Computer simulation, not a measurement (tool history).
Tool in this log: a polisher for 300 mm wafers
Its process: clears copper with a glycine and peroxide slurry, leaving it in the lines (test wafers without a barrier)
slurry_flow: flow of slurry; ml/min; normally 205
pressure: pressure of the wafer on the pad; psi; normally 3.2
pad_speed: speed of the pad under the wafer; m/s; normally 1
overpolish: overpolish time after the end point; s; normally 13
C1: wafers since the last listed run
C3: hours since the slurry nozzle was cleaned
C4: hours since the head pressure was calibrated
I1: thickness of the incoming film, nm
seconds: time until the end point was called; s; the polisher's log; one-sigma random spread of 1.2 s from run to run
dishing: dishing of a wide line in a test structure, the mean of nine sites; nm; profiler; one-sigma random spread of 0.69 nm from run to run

run 1 hour=0 | slurry_flow=205 pressure=3.2 pad_speed=1 overpolish=13 | C1=0 wafers_polished_on_this_pad=434 C3=292.2 C4=316.2 | I1=999.9 | seconds=142.2 dishing=54.8
run 2 hour=59 | slurry_flow=205 pressure=3.2 pad_speed=1 overpolish=13 | C1=387 wafers_polished_on_this_pad=822 C3=351.2 C4=375.2 | I1=975 | seconds=150 dishing=53.5
-- hour=70 worn pad replaced by a new one
-- hour=101 slurry nozzle cleaned
run 3 hour=102 | slurry_flow=205 pressure=3.2 pad_speed=1 overpolish=13 | C1=249 wafers_polished_on_this_pad=203 C3=1 C4=418.2 | I1=1000 | seconds=138.6 dishing=56.7
run 4 hour=126.7 | slurry_flow=205 pressure=3.2 pad_speed=1 overpolish=13 | C1=162 wafers_polished_on_this_pad=366 C3=25.7 C4=442.9 | I1=994.7 | seconds=140.8 dishing=56.4
-- hour=178.6 worn pad replaced by a new one
run 5 hour=182.2 | slurry_flow=205 pressure=3.2 pad_speed=1 overpolish=13 | C1=338 wafers_polished_on_this_pad=23 C3=81.2 C4=498.4 | I1=983.4 | seconds=134.5 dishing=56.7
run 6 hour=236 | slurry_flow=205 pressure=3.2 pad_speed=1 overpolish=13 | C1=353 wafers_polished_on_this_pad=377 C3=135 C4=552.2 | I1=980.8 | seconds=136 dishing=56
run 7 hour=293.7 | slurry_flow=205 pressure=3.2 pad_speed=1 overpolish=13 | C1=379 wafers_polished_on_this_pad=756 C3=192.7 C4=609.9 | I1=994.7 | seconds=150.6 dishing=54.2
-- hour=325.1 worn pad replaced by a new one
run 8 hour=339.6 | slurry_flow=185 pressure=3.2 pad_speed=1 overpolish=20 | C1=275 wafers_polished_on_this_pad=95 C3=238.6 C4=655.8 | I1=984.3 | seconds=138.8 dishing=75.8
run 9 hour=402.1 | slurry_flow=205 pressure=3.2 pad_speed=1 overpolish=13 | C1=410 wafers_polished_on_this_pad=506 C3=301.1 C4=718.3 | I1=982.7 | seconds=144.5 dishing=55.9
-- hour=436.6 worn pad replaced by a new one
-- hour=455.9 slurry nozzle cleaned
run 10 hour=460.1 | slurry_flow=230 pressure=2.3 pad_speed=1.18 overpolish=13 | C1=348 wafers_polished_on_this_pad=147 C3=4.2 C4=776.3 | I1=992.8 | seconds=147.3 dishing=55.1
run 11 hour=484.6 | slurry_flow=205 pressure=3.2 pad_speed=1 overpolish=13 | C1=161 wafers_polished_on_this_pad=308 C3=28.7 C4=800.8 | I1=983 | seconds=139 dishing=56.5
-- hour=503 head pressure recalibrated
run 12 hour=533.2 | slurry_flow=205 pressure=3.6 pad_speed=1 overpolish=19 | C1=306 wafers_polished_on_this_pad=614 C3=77.3 C4=30.2 | I1=1004 | seconds=137.8 dishing=75.3
-- hour=549 worn pad replaced by a new one
run 13 hour=578.4 | slurry_flow=250 pressure=2.1 pad_speed=1 overpolish=13 | C1=270 wafers_polished_on_this_pad=193 C3=122.5 C4=75.4 | I1=997.8 | seconds=176.4 dishing=48.4
run 14 hour=638.2 | slurry_flow=205 pressure=3.2 pad_speed=1 overpolish=7 | C1=393 wafers_polished_on_this_pad=586 C3=182.3 C4=135.2 | I1=992.9 | seconds=147.3 dishing=33.3

Alternative continuations, all from the tool just after run 14; predict every row:
run A hour=638.7 | slurry_flow=250 pressure=3.2 pad_speed=1 overpolish=13 | C1=3 wafers_polished_on_this_pad=589 C3=182.8 C4=135.7 | I1=985.2 | seconds=? dishing=?
run B hour=638.7 | slurry_flow=180 pressure=2.7 pad_speed=1 overpolish=9 | C1=3 wafers_polished_on_this_pad=589 C3=182.8 C4=135.7 | I1=985.2 | seconds=? dishing=?
run C hour=638.7 | slurry_flow=155 pressure=3.2 pad_speed=1.12 overpolish=13 | C1=3 wafers_polished_on_this_pad=589 C3=182.8 C4=135.7 | I1=985.2 | seconds=? dishing=?
run D hour=638.7 | slurry_flow=140 pressure=3.2 pad_speed=0.72 overpolish=17 | C1=3 wafers_polished_on_this_pad=589 C3=182.8 C4=135.7 | I1=985.2 | seconds=? dishing=?
run E hour=638.7 | slurry_flow=225 pressure=2.3 pad_speed=1.26 overpolish=19 | C1=3 wafers_polished_on_this_pad=589 C3=182.8 C4=135.7 | I1=985.2 | seconds=? dishing=?

run=A seconds=143.7 dishing=54.9
run=B seconds=164 dishing=37
run=C seconds=138.3 dishing=56.3
run=D seconds=187.9 dishing=55.4
run=E seconds=150.1 dishing=67.7
Without the tool's unlogged condition, the same runs would have read:
run=A seconds=131.2 dishing=58.6
run=B seconds=149.7 dishing=39.8
run=C seconds=126.3 dishing=60
run=D seconds=171.6 dishing=59.2
run=E seconds=137.1 dishing=71.6
